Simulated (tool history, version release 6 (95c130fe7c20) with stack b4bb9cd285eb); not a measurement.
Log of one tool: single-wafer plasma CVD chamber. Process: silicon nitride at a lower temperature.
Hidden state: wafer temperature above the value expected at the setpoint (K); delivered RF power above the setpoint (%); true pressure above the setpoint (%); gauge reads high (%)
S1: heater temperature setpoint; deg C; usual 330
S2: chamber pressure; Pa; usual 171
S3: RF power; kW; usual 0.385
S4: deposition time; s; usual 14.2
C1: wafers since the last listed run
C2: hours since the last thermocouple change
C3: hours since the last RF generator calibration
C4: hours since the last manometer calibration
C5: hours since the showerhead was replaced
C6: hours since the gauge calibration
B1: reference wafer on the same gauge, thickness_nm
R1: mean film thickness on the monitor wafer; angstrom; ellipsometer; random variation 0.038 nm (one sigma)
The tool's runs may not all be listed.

run,hour,S1,S2,S3,S4,C1,C2,C3,C4,C5,C6,B1,R1
1,0,330,171,0.385,14.2,0,1148.5,1825.8,108.3,3485.4,55.5,19.894,167.86
2,57.8,330,171,0.385,14.2,780,1206.3,1883.6,166.1,3543.2,113.3,19.903,167.27
3,143.7,330,171,0.385,14.2,1159,1292.2,1969.5,252,3629.1,199.2,19.898,168.06
4,202.9,330,171,0.385,14.2,799,1351.4,2028.7,311.2,3688.3,258.4,19.9,167.94
5,285.4,330,171,0.385,14.2,1113,1433.9,2111.2,393.7,3770.8,340.9,19.898,167.46
6,341.1,330,171,0.325,14.2,752,1489.6,2166.9,449.4,3826.5,396.6,19.889,151.57
7,423,330,171,0.325,14.2,1105,1571.5,2248.8,531.3,3908.4,478.5,19.899,151.89
8,473.2,330,171,0.325,14.2,677,1621.7,2299,581.5,3958.6,528.7,19.902,151.23
9,562.8,330,171,0.385,14.2,1209,1711.3,2388.6,671.1,4048.2,618.3,19.897,167.27
# hour 583.7: RF generator calibrated
10,634.6,330,171,0.385,14.2,861,1783.1,50.9,742.9,4120,690.1,19.895,169.94
11,736.4,330,171,0.385,14.2,1374,1884.9,152.7,844.7,4221.8,791.9,19.904,170.11
12,808.2,330,171,0.335,14.2,969,1956.7,224.5,916.5,4293.6,863.7,19.905,156.04
13,848.5,330,171,0.385,14.2,544,1997,264.8,956.8,4333.9,904,19.892,169.14
# hour 893.6: thermocouple changed; heater temperature recalibrated
14,928.8,341,208,0.415,12.6,976,35.2,345.1,1037.1,4414.2,984.3,19.908,161.89
15,1013.8,334,145,0.34,14.2,1147,120.2,430.1,1122.1,4499.2,1069.3,19.9,150.51
# hour 1034.6: gauge calibrated
16,1081.1,330,171,0.385,16.7,908,187.5,497.4,1189.4,4566.5,46.5,19.905,196.33
# hour 1112.5: showerhead replaced
17,1118.4,330,208,0.42,11.5,395,224.8,534.7,1226.7,5.9,83.8,19.894,149.59
18,1209.1,330,171,0.385,14.2,1224,315.5,625.4,1317.4,96.6,174.5,19.903,166.73
# hour 1269.9: capacitance manometer re-zeroed and calibrated
19,1270.4,336,171,0.385,12.1,719,376.8,686.7,0.5,157.9,235.8,19.903,143.53
20,1314,330,171,0.445,14.2,588,420.4,730.3,44.1,201.5,279.4,19.901,182.47
21,1352.9,330,171,0.36,14.2,525,459.3,769.2,83,240.4,318.3,19.906,161.98
22,1452.1,330,171,0.385,14.2,1339,558.5,868.4,182.2,339.6,417.5,19.903,168.01

Run 23 comes next. What will it give?
23,1528.9,330,128,0.385,14.2,1036,635.3,945.2,259,416.4,494.3,?,?

{"run 23": {"B1": 19.9, "R1": 156.98}}
Without the tool's hidden state the same run would have given R1 159.79 angstrom.
